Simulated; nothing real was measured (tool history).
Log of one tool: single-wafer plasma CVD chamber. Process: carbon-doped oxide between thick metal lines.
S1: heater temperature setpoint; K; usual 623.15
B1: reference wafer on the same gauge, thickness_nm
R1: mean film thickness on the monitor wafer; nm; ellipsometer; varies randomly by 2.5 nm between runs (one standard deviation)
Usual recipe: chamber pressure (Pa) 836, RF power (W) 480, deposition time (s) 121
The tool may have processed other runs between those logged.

Run 1, hour 0: usual settings; B1 669.973. Result: R1 677.136 nm.
Run 2, hour 15.8: usual settings; B1 670.88. Result: R1 680.127 nm.
Run 3, hour 23: usual settings but S1 614.15 K; B1 670.356. Result: R1 697.428 nm.
Run 4, hour 30.3: usual settings but S1 614.15 K; B1 669.985. Result: R1 689.911 nm.
Run 5, hour 47.8: usual settings but S1 614.15 K; B1 670.679. Result: R1 697.286 nm.
Run 6, hour 55.2: usual settings; B1 670.929. Result: R1 681.367 nm.
Run 7, hour 70.5: usual settings but chamber pressure (Pa) 721; B1 671.698. Result: R1 665.22 nm.
Run 8, hour 81.1: usual settings but chamber pressure (Pa) 721; B1 670.91. Result: R1 662.982 nm.
At hour 106.4: RF generator calibrated.
At hour 113.2: thermocouple changed; heater temperature recalibrated.
Run 9, hour 113.7: usual settings; B1 671.415. Result: R1 680.348 nm.
Run 10, hour 114.1: usual settings; B1 670.382. Result: R1 675.41 nm.
At hour 114.7: gauge calibrated.
Run 11, hour 125.2: usual settings; B1 670.77. Result: R1 676.036 nm.
At hour 141.5: showerhead replaced.
Run 12, hour 142: usual settings but S1 633.15 K, chamber pressure (Pa) 759, RF power (W) 390, deposition time (s) 142; B1 670.798. Result: R1 715.368 nm.
Run 13, hour 147.8: usual settings but S1 617.15 K, RF power (W) 415, deposition time (s) 113; B1 670.656. Result: R1 608.223 nm.
Run 14, hour 159.1: usual settings; B1 671.348. Result: R1 676.929 nm.
Run 15, hour 166.2: usual settings but chamber pressure (Pa) 721; B1 670.413. Result: R1 662.649 nm.
At hour 175: capacitance manometer re-zeroed and calibrated.
Run 16, hour 175.5: usual settings but RF power (W) 455, deposition time (s) 132; B1 671.569. Result: R1 725.079 nm.
Run 17, hour 184.6: usual settings but chamber pressure (Pa) 661; B1 671.33. Result: R1 648.164 nm.
Run 18, hour 198.4: usual settings but S1 637.15 K, RF power (W) 430; B1 670.45. Result: R1 633.25 nm.
Run 19, hour 216.1: usual settings but RF power (W) 445, deposition time (s) 138; B1 671.203. Result: R1 754.016 nm.
Run 20, hour 231.4: usual settings; B1 671.244. Result: R1 682.724 nm.
Run 21, hour 245.7: usual settings but S1 615.15 K; B1 671.089. Result: R1 694.512 nm.
Run 22, hour 258.7: usual settings but chamber pressure (Pa) 760, deposition time (s) 138; B1 671.269. Result: R1 761.815 nm.
Run 23, hour 267.4: usual settings but S1 614.15 K; B1 671.58. Result: R1 696.113 nm.

Consider 3 possible next runs. They are alternatives, not a sequence: every one starts from the tool as it was left by run 23. What does each give?
Run A, hour 267.8: usual settings; B1 ?. Result: R1 ?.
Run B, hour 267.8: usual settings but S1 638.15 K, chamber pressure (Pa) 675, RF power (W) 560, deposition time (s) 99; B1 ?. Result: R1 ?.
Run C, hour 267.8: usual settings but S1 638.15 K, chamber pressure (Pa) 740; B1 ?. Result: R1 ?.

run      B1       R1
  A  670.54  680.576
  B  670.54   547.59
  C  670.54  646.176
Take away the tool's hidden state, keep each run's random variation, and the runs would have read:
run       R1
  A  680.576
  B   547.59
  C  646.176

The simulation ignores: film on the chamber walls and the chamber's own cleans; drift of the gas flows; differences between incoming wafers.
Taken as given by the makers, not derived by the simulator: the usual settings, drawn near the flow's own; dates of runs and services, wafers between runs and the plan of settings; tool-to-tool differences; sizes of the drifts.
